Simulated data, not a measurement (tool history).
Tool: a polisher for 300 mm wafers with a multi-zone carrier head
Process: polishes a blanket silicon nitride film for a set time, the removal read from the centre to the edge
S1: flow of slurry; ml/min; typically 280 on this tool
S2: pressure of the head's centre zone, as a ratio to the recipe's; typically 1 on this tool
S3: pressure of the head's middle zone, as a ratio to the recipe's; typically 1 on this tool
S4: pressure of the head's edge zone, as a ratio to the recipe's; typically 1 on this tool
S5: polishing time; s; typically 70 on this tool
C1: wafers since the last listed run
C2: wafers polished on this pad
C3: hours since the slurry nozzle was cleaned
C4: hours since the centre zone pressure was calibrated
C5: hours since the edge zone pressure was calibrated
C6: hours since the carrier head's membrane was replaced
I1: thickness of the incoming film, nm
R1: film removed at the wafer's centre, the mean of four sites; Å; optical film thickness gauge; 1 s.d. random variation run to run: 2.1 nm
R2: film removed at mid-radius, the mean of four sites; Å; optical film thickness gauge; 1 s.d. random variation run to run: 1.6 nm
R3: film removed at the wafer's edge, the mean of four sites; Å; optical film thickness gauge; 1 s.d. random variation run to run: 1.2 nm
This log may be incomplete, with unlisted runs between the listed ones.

run 1 hour=0 | S1=280 S2=1 S3=1 S4=1 S5=70 | C1=0 C2=651 C3=47.6 C4=116.6 C5=37.9 C6=30.3 | I1=751.5 | R1=1347 R2=1572 R3=1594
run 2 hour=7.6 | S1=335 S2=1 S3=0.88 S4=1 S5=70 | C1=76 C2=727 C3=55.2 C4=124.2 C5=45.5 C6=37.9 | I1=749.2 | R1=1372 R2=1443 R3=1629
-- hour=16.2 centre zone pressure recalibrated, repeated, since the last time left the tool worse
-- hour=22.9 worn pad replaced by a new one
run 3 hour=23.4 | S1=280 S2=1 S3=0.95 S4=1 S5=63 | C1=98 C2=4 C3=71 C4=7.2 C5=61.3 C6=53.7 | I1=749.5 | R1=1454 R2=1367 R3=1477
run 4 hour=31.5 | S1=315 S2=1 S3=1.07 S4=1.09 S5=70 | C1=81 C2=86 C3=79.1 C4=15.3 C5=69.4 C6=61.8 | I1=754.2 | R1=1602 R2=1724 R3=1669
run 5 hour=47.6 | S1=280 S2=1 S3=1 S4=1 S5=70 | C1=161 C2=247 C3=95.2 C4=31.4 C5=85.5 C6=77.9 | I1=751.3 | R1=1612 R2=1568 R3=1620
run 6 hour=60.4 | S1=280 S2=1 S3=1 S4=1.08 S5=53 | C1=128 C2=375 C3=108 C4=44.2 C5=98.3 C6=90.7 | I1=747.7 | R1=1201 R2=1215 R3=1267
run 7 hour=68.9 | S1=280 S2=1 S3=1.11 S4=0.9 S5=70 | C1=85 C2=460 C3=116.5 C4=52.7 C5=106.8 C6=99.2 | I1=748 | R1=1590 R2=1733 R3=1514
run 8 hour=82 | S1=180 S2=1.12 S3=1.1 S4=1 S5=83 | C1=131 C2=591 C3=129.6 C4=65.8 C5=119.9 C6=112.3 | I1=749.2 | R1=2067 R2=1936 R3=1878
run 9 hour=90 | S1=280 S2=1 S3=1 S4=1 S5=85 | C1=80 C2=671 C3=137.6 C4=73.8 C5=127.9 C6=120.3 | I1=750.3 | R1=1947 R2=1947 R3=1988
run 10 hour=96.5 | S1=280 S2=0.88 S3=0.93 S4=1 S5=70 | C1=65 C2=736 C3=144.1 C4=80.3 C5=134.4 C6=126.8 | I1=750.4 | R1=1401 R2=1496 R3=1628
run 11 hour=104.5 | S1=240 S2=1 S3=1.03 S4=1.09 S5=59 | C1=80 C2=817 C3=152.1 C4=88.3 C5=142.4 C6=134.8 | I1=761.3 | R1=1345 R2=1341 R3=1394
run 12 hour=119.2 | S1=280 S2=1 S3=1 S4=1 S5=70 | C1=147 C2=964 C3=166.8 C4=103 C5=157.1 C6=149.5 | I1=751.7 | R1=1598 R2=1562 R3=1615
run 13 hour=132.8 | S1=315 S2=1 S3=1.06 S4=1 S5=70 | C1=136 C2=1100 C3=180.4 C4=116.6 C5=170.7 C6=163.1 | I1=766.7 | R1=1634 R2=1655 R3=1620
-- hour=143.3 worn pad replaced by a new one
run 14 hour=179.8 | S1=280 S2=1 S3=1.08 S4=1 S5=70 | C1=430 C2=365 C3=227.4 C4=163.6 C5=217.7 C6=210.1 | I1=755 | R1=1639 R2=1671 R3=1597

Forecast run 15:
run 15 hour=186 | S1=280 S2=1 S3=1 S4=1 S5=70 | C1=62 C2=427 C3=233.6 C4=169.8 C5=223.9 C6=216.3 | I1=751.9 | R1=? R2=? R3=?

R1: 1584 Å
R2: 1595 Å
R3: 1606 Å
Had the tool carried no hidden state, the very same run would have given R1 1590 Å, R2 1595 Å, R3 1606 Å.
